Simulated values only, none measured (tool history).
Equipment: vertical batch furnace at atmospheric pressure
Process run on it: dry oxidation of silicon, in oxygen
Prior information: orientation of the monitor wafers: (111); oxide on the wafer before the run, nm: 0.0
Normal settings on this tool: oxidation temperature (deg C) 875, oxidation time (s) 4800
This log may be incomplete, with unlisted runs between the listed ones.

| run | day | oxidation temperature (deg C) | oxidation time (s) | read-back reference wafer on the same gauge, thickness | oxide thickness on the monitor wafer (angstrom) |
|---|---|---|---|---|---|
| 1 | 0 | 875 | 4800 | 24.92 | 277 |
| 2 | 3.246 | 875 | 4800 | 24.9 | 279.8 |
| 3 | 5.804 | 875 | 5700 | 24.89 | 314.3 |
| 4 | 9.583 | 875 | 5700 | 24.83 | 310.2 |
| 5 | 12.712 | 875 | 5700 | 24.92 | 315 |
| 6 | 14.521 | 858 | 4800 | 24.86 | 230 |
| 7 | 16.338 | 858 | 4800 | 24.92 | 230.5 |
| 8 | 18.521 | 875 | 4800 | 24.91 | 276.9 |
| 9 | 21.392 | 875 | 4800 | 24.96 | 278.3 |
| 10 | 25.383 | 875 | 4800 | 24.9 | 273.6 |
| 11 | 29.333 | 875 | 4800 | 24.88 | 276.9 |
| 12 | 32.046 | 875 | 4800 | 24.89 | 276.4 |
| 13 | 33.95 | 875 | 4800 | 24.91 | 277.3 |
| 14 | 37.283 | 875 | 4800 | 24.9 | 274.9 |
| 15 | 39.662 | 875 | 4800 | 24.86 | 275.5 |
| 16 | 44.033 | 875 | 4800 | 24.92 | 275 |
| 17 | 48.725 | 875 | 4800 | 24.94 | 273.4 |
| 18 | 52.533 | 895 | 4800 | 24.94 | 336.6 |
| 19 | 55.521 | 894 | 6060 | 24.94 | 396.6 |
|  | 57.917 | thermocouples replaced and temperature profile calibrated |
| 20 | 59.85 | 863 | 4800 | 24.89 | 239.1 |
| 21 | 63.554 | 882 | 6390 | 24.92 | 364.8 |
| 22 | 66.596 | 875 | 5580 | 24.86 | 304.8 |
| 23 | 71.042 | 875 | 4800 | 24.9 | 275.3 |
| 24 | 72.646 | 861 | 2760 | 24.91 | 158.2 |

Run 25 is up next; what results do you expect?
|  | 78.525 | boat lift adjusted |
| 25 | 81.212 | 864 | 4800 | ? | ? |

{"run 25": {"read-back reference wafer on the same gauge, thickness": 24.92, "oxide thickness on the monitor wafer (angstrom)": 247.7}}
Were there no unlogged condition in the tool, this run, its random variation unchanged, would have produced oxide thickness on the monitor wafer (angstrom) 247.9.
